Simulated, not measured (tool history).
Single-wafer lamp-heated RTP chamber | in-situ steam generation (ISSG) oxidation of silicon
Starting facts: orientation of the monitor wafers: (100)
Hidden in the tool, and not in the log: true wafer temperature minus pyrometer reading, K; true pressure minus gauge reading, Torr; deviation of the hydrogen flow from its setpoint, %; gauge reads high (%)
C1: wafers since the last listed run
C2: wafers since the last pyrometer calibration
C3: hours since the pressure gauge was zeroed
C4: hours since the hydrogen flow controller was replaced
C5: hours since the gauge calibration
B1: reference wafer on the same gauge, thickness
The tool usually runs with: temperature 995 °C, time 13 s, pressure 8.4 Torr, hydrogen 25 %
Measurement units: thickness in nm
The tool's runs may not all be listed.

Run 1, hour 0: usual settings; C1 0; C2 5040; C3 2911.9; C4 4383.2; C5 895.6; B1 4.612. Result: thickness 4.229 nm.
At hour 8.5: pyrometer window cleaned and pyrometer calibrated.
Run 2, hour 26.4: usual settings; C1 241; C2 235; C3 2938.3; C4 4409.6; C5 922; B1 4.607. Result: thickness 4.222 nm.
Run 3, hour 92.2: usual settings; C1 862; C2 1098; C3 3004.1; C4 4475.4; C5 987.8; B1 4.61. Result: thickness 4.234 nm.
Run 4, hour 304.5: usual settings; C1 2784; C2 3882; C3 3216.4; C4 4687.7; C5 1200.1; B1 4.611. Result: thickness 4.226 nm.
Run 5, hour 365.9: usual settings; C1 805; C2 4687; C3 3277.8; C4 4749.1; C5 1261.5; B1 4.609. Result: thickness 4.224 nm.
Run 6, hour 409.1: usual settings; C1 566; C2 5254; C3 3321; C4 4792.3; C5 1304.7; B1 4.61. Result: thickness 4.237 nm.
At hour 418: pyrometer window cleaned and pyrometer calibrated.
Run 7, hour 469.8: usual settings; C1 691; C2 679; C3 3381.7; C4 4853; C5 1365.4; B1 4.607. Result: thickness 4.236 nm.
Run 8, hour 526.2: usual settings but time 11 s; C1 739; C2 1419; C3 3438.1; C4 4909.4; C5 1421.8; B1 4.609. Result: thickness 3.956 nm.
At hour 539.3: pressure gauge zeroed.
Run 9, hour 594.5: usual settings but time 11 s; C1 790; C2 2210; C3 55.2; C4 4977.7; C5 1490.1; B1 4.61. Result: thickness 3.953 nm.
Run 10, hour 664.8: usual settings but time 11 s; C1 921; C2 3132; C3 125.5; C4 5048; C5 1560.4; B1 4.61. Result: thickness 3.954 nm.
Run 11, hour 721.4: usual settings but time 10 s; C1 742; C2 3874; C3 182.1; C4 5104.6; C5 1617; B1 4.61. Result: thickness 3.813 nm.
Run 12, hour 779.2: usual settings but pressure 7.5 Torr; C1 758; C2 4632; C3 239.9; C4 5162.4; C5 1674.8; B1 4.611. Result: thickness 4.251 nm.
At hour 821: pyrometer window cleaned and pyrometer calibrated.
Run 13, hour 828.1: usual settings but hydrogen 21 %; C1 536; C2 93; C3 288.8; C4 5211.3; C5 1723.7; B1 4.611. Result: thickness 4.049 nm.
Run 14, hour 882.6: usual settings but temperature 976 °C, time 16 s, pressure 7.6 Torr; C1 714; C2 808; C3 343.3; C4 5265.8; C5 1778.2; B1 4.611. Result: thickness 4.349 nm.
Run 15, hour 915.6: usual settings but time 10 s, pressure 8.9 Torr; C1 432; C2 1240; C3 376.3; C4 5298.8; C5 1811.2; B1 4.61. Result: thickness 3.777 nm.
Run 16, hour 971.2: usual settings but temperature 1013 °C, time 18 s, pressure 7.3 Torr; C1 729; C2 1969; C3 431.9; C4 5354.4; C5 1866.8; B1 4.612. Result: thickness 5.26 nm.
Run 17, hour 1019.6: usual settings but temperature 1001 °C, time 12 s, hydrogen 16 %; C1 634; C2 2604; C3 480.3; C4 5402.8; C5 1915.2; B1 4.613. Result: thickness 3.732 nm.
Run 18, hour 1091.3: usual settings but temperature 988 °C, time 18 s, pressure 9.7 Torr; C1 940; C2 3545; C3 552; C4 5474.5; C5 1986.9; B1 4.61. Result: thickness 4.678 nm.
At hour 1118.2: gauge calibrated.
Run 19, hour 1124.8: usual settings but time 8 s; C1 439; C2 3984; C3 585.5; C4 5508; C5 6.6; B1 4.611. Result: thickness 3.475 nm.
At hour 1244.8: pyrometer window cleaned and pyrometer calibrated.
Run 20, hour 1278.2: usual settings but temperature 987 °C, pressure 7.5 Torr, hydrogen 30 %; C1 1906; C2 437; C3 738.9; C4 5661.4; C5 160; B1 4.61. Result: thickness 4.352 nm.
At hour 1349.7: hydrogen flow controller replaced.
Run 21, hour 1350.2: usual settings; C1 839; C2 1276; C3 810.9; C4 0.5; C5 232; B1 4.61. Result: thickness 4.209 nm.
Run 22, hour 1416.6: usual settings; C1 870; C2 2147; C3 877.3; C4 66.9; C5 298.4; B1 4.611. Result: thickness 4.241 nm.
Run 23, hour 1467.4: usual settings; C1 666; C2 2813; C3 928.1; C4 117.7; C5 349.2; B1 4.611. Result: thickness 4.25 nm.
Run 24, hour 1502.7: usual settings but temperature 1011 °C; C1 462; C2 3276; C3 963.4; C4 153; C5 384.5; B1 4.61. Result: thickness 4.492 nm.
Run 25, hour 1535.9: usual settings but temperature 979 °C, time 17 s, pressure 7 Torr; C1 435; C2 3712; C3 996.6; C4 186.2; C5 417.7; B1 4.609. Result: thickness 4.487 nm.
Run 26, hour 1603.7: usual settings but time 10 s, pressure 7.7 Torr; C1 889; C2 4601; C3 1064.4; C4 254; C5 485.5; B1 4.612. Result: thickness 3.807 nm.
At hour 1632.4: pyrometer window cleaned and pyrometer calibrated.
Run 27, hour 1643.5: usual settings; C1 417; C2 146; C3 1104.2; C4 293.8; C5 525.3; B1 4.61. Result: thickness 4.224 nm.
Run 28, hour 1686.9: usual settings but temperature 987 °C, time 10 s, pressure 7.5 Torr, hydrogen 32 %; C1 569; C2 715; C3 1147.6; C4 337.2; C5 568.7; B1 4.611. Result: thickness 3.992 nm.
Run 29, hour 1726.8: usual settings but time 15 s, pressure 9.6 Torr; C1 523; C2 1238; C3 1187.5; C4 377.1; C5 608.6; B1 4.61. Result: thickness 4.43 nm.
Run 30, hour 1812: usual settings; C1 1117; C2 2355; C3 1272.7; C4 462.3; C5 693.8; B1 4.609. Result: thickness 4.25 nm.
Run 31, hour 1854.5: usual settings; C1 557; C2 2913; C3 1315.2; C4 504.8; C5 736.3; B1 4.61. Result: thickness 4.226 nm.

What if the next run were any one of these 4? Each begins from the tool's condition after run 31:
Run A, hour 1854.9: usual settings but hydrogen 32 %; C1 5; C2 2918; C3 1315.6; C4 505.2; C5 736.7; B1 ?. Result: thickness ?.
Run B, hour 1854.9: usual settings but time 11 s, pressure 9.5 Torr, hydrogen 29 %; C1 5; C2 2918; C3 1315.6; C4 505.2; C5 736.7; B1 ?. Result: thickness ?.
Run C, hour 1854.9: usual settings but temperature 980 °C, pressure 7.3 Torr; C1 5; C2 2918; C3 1315.6; C4 505.2; C5 736.7; B1 ?. Result: thickness ?.
Run D, hour 1854.9: usual settings but temperature 1001 °C, time 10 s, pressure 8.9 Torr; C1 5; C2 2918; C3 1315.6; C4 505.2; C5 736.7; B1 ?. Result: thickness ?.

run     B1  thickness
  A  4.612      4.522
  B  4.612      4.032
  C  4.612      4.043
  D  4.612      3.847
With the hidden condition removed and each run's random variation left untouched, the same runs would have given:
run  thickness
  A      4.522
  B      4.032
  C      4.043
  D      3.847
